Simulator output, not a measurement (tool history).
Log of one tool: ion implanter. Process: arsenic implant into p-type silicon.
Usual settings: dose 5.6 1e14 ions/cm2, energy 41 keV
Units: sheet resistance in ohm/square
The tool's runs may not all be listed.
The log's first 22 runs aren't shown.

run	day	dose	energy	wafers since the last listed run	hours since the last dose calibration	hours since the extraction supply was calibrated	hours since the gauge calibration	read-back reference wafer on the same gauge, sheet resistance	sheet resistance
23	61.35	6.24	35	653	1270.4	1002.7	466.4	140.13	162.01
24	63.021	5.6	41	592	1310.5	1042.8	506.5	139.98	171.01
25	67.4	5.6	41	1553	1415.6	1147.9	611.6	140.1	172.37
26	69.296	5.6	41	672	1461.1	1193.4	657.1	140.02	173.23
27	71.229	5.6	41	685	1507.5	1239.8	703.5	140.06	173.48
28	73.171	4.83	36.5	688	1554.1	1286.4	750.1	139.91	198.02
29	76.383	6.84	41	1139	1631.2	1363.5	827.2	140.08	146.71
30	78.312	5	29.5	684	1677.5	1409.8	873.5	139.93	194.37
31	82.521	7.27	48.5	1493	1778.5	1510.8	974.5	140.07	138.71
# day 84.054: Faraday cup replaced and dose calibrated
32	85.183	5.6	41	826	27.1	1574.7	1038.4	140.06	172.13
33	88.525	4.54	41	1185	107.3	1654.9	1118.6	139.92	199.75
34	91.254	6.15	31	968	172.8	1720.4	1184.1	139.9	165.9
35	93.021	6.51	41	626	215.2	1762.8	1226.5	140.19	152.53
36	95.754	5.6	41	969	280.8	1828.4	1292.1	140.11	172.43
37	97.688	5.6	26.5	685	327.2	1874.8	1338.5	140.14	184.27

4 ways to go on from here, each from the tool as it stands after run 37. What would each give?
A	97.704	5.6	41	5	327.6	1875.2	1338.9	?	?
B	97.704	5.6	36	5	327.6	1875.2	1338.9	?	?
C	97.704	4.08	32	5	327.6	1875.2	1338.9	?	?
D	97.704	6.55	41	5	327.6	1875.2	1338.9	?	?

run	read-back reference wafer on the same gauge, sheet resistance	sheet resistance
A	139.85	172.33
B	139.85	175.4
C	139.85	227.45
D	139.85	152.87
Without the tool's hidden state the same runs would have given:
run	sheet resistance
A	172.33
B	175.4
C	227.45
D	152.87
